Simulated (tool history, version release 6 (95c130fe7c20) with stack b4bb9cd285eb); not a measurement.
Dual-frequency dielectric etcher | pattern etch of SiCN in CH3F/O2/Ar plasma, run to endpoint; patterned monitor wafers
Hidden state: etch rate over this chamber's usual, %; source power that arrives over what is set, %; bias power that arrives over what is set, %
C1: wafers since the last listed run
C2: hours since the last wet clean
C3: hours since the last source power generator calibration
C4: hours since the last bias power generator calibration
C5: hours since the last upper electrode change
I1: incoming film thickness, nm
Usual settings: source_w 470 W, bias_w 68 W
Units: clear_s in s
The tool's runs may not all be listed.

run 1 day=0 | source_w=470 bias_w=68 | C1=0 C2=280.8 C3=3625.3 C4=3319.8 C5=1995.6 | I1=11.82 | clear_s=31.7
run 2 day=0.404 | source_w=470 bias_w=68 | C1=114 C2=290.5 C3=3635 C4=3329.5 C5=2005.3 | I1=11.72 | clear_s=31.3
-- day=1.575 wet clean of the chamber
run 3 day=1.596 | source_w=440 bias_w=78 | C1=54 C2=0.5 C3=3663.6 C4=3358.1 C5=2033.9 | I1=11.81 | clear_s=30.4
run 4 day=1.608 | source_w=470 bias_w=68 | C1=3 C2=0.8 C3=3663.9 C4=3358.4 C5=2034.2 | I1=11.74 | clear_s=30.2
run 5 day=1.621 | source_w=510 bias_w=68 | C1=3 C2=1.1 C3=3664.2 C4=3358.7 C5=2034.5 | I1=11.73 | clear_s=28.9
run 6 day=1.679 | source_w=510 bias_w=68 | C1=16 C2=2.5 C3=3665.6 C4=3360.1 C5=2035.9 | I1=11.78 | clear_s=29
run 7 day=2.408 | source_w=470 bias_w=68 | C1=206 C2=20 C3=3683.1 C4=3377.6 C5=2053.4 | I1=11.82 | clear_s=30.5
run 8 day=3.096 | source_w=470 bias_w=68 | C1=195 C2=36.5 C3=3699.6 C4=3394.1 C5=2069.9 | I1=11.86 | clear_s=30.5
run 9 day=3.612 | source_w=470 bias_w=68 | C1=146 C2=48.9 C3=3712 C4=3406.5 C5=2082.3 | I1=11.84 | clear_s=30.6
run 10 day=3.983 | source_w=470 bias_w=68 | C1=105 C2=57.8 C3=3720.9 C4=3415.4 C5=2091.2 | I1=11.76 | clear_s=30.3
-- day=4.658 source power generator calibrated
run 11 day=4.679 | source_w=470 bias_w=68 | C1=150 C2=74.5 C3=0.5 C4=3432.1 C5=2107.9 | I1=11.86 | clear_s=30.8
run 12 day=5.283 | source_w=470 bias_w=68 | C1=171 C2=89 C3=15 C4=3446.6 C5=2122.4 | I1=11.81 | clear_s=30.7
run 13 day=6.008 | source_w=470 bias_w=68 | C1=205 C2=106.4 C3=32.4 C4=3464 C5=2139.8 | I1=11.72 | clear_s=30.7
-- day=6.238 bias power generator calibrated
run 14 day=6.4 | source_w=470 bias_w=68 | C1=63 C2=115.8 C3=41.8 C4=3.9 C5=2149.2 | I1=11.85 | clear_s=30.9
run 15 day=6.725 | source_w=350 bias_w=62 | C1=92 C2=123.6 C3=49.6 C4=11.7 C5=2157 | I1=11.67 | clear_s=38
run 16 day=7.054 | source_w=590 bias_w=68 | C1=93 C2=131.5 C3=57.5 C4=19.6 C5=2164.9 | I1=11.74 | clear_s=27
run 17 day=7.612 | source_w=440 bias_w=68 | C1=158 C2=144.9 C3=70.9 C4=33 C5=2178.3 | I1=11.94 | clear_s=32.6
run 18 day=8.267 | source_w=390 bias_w=68 | C1=185 C2=160.6 C3=86.6 C4=48.7 C5=2194 | I1=11.72 | clear_s=34.3
run 19 day=8.742 | source_w=470 bias_w=68 | C1=134 C2=172 C3=98 C4=60.1 C5=2205.4 | I1=11.84 | clear_s=31
run 20 day=9.208 | source_w=470 bias_w=68 | C1=132 C2=183.2 C3=109.2 C4=71.3 C5=2216.6 | I1=11.74 | clear_s=30.8
-- day=11.246 upper electrode replaced
run 21 day=11.267 | source_w=470 bias_w=68 | C1=300 C2=232.6 C3=158.6 C4=120.7 C5=0.5 | I1=11.85 | clear_s=31.3
run 22 day=11.708 | source_w=470 bias_w=54 | C1=125 C2=243.2 C3=169.2 C4=131.3 C5=11.1 | I1=11.8 | clear_s=33
run 23 day=12.158 | source_w=470 bias_w=78 | C1=127 C2=254 C3=180 C4=142.1 C5=21.9 | I1=11.8 | clear_s=30.1
run 24 day=12.5 | source_w=470 bias_w=68 | C1=96 C2=262.2 C3=188.2 C4=150.3 C5=30.1 | I1=11.68 | clear_s=31
run 25 day=13.171 | source_w=560 bias_w=58 | C1=190 C2=278.3 C3=204.3 C4=166.4 C5=46.2 | I1=11.75 | clear_s=29.2
run 26 day=13.688 | source_w=530 bias_w=61 | C1=146 C2=290.7 C3=216.7 C4=178.8 C5=58.6 | I1=11.84 | clear_s=30.2
run 27 day=14.125 | source_w=360 bias_w=84 | C1=124 C2=301.2 C3=227.2 C4=189.3 C5=69.1 | I1=11.77 | clear_s=35.2
run 28 day=14.833 | source_w=470 bias_w=54 | C1=200 C2=318.2 C3=244.2 C4=206.3 C5=86.1 | I1=11.87 | clear_s=33.4
run 29 day=15.108 | source_w=590 bias_w=55 | C1=78 C2=324.8 C3=250.8 C4=212.9 C5=92.7 | I1=11.72 | clear_s=28.8
-- day=16.512 wet clean of the chamber
run 30 day=16.533 | source_w=360 bias_w=60 | C1=120 C2=0.5 C3=285 C4=247.1 C5=126.9 | I1=11.84 | clear_s=37.3
run 31 day=16.546 | source_w=470 bias_w=77 | C1=3 C2=0.8 C3=285.3 C4=247.4 C5=127.2 | I1=11.89 | clear_s=29.2

Run 32 comes next. What will it give?
run 32 day=17.171 | source_w=580 bias_w=82 | C1=177 C2=15.8 C3=300.3 C4=262.4 C5=142.2 | I1=11.78 | clear_s=?

{"run 32": {"clear_s": 25.4}}
Without the tool's hidden state the same run would have given clear_s 25.6 s.

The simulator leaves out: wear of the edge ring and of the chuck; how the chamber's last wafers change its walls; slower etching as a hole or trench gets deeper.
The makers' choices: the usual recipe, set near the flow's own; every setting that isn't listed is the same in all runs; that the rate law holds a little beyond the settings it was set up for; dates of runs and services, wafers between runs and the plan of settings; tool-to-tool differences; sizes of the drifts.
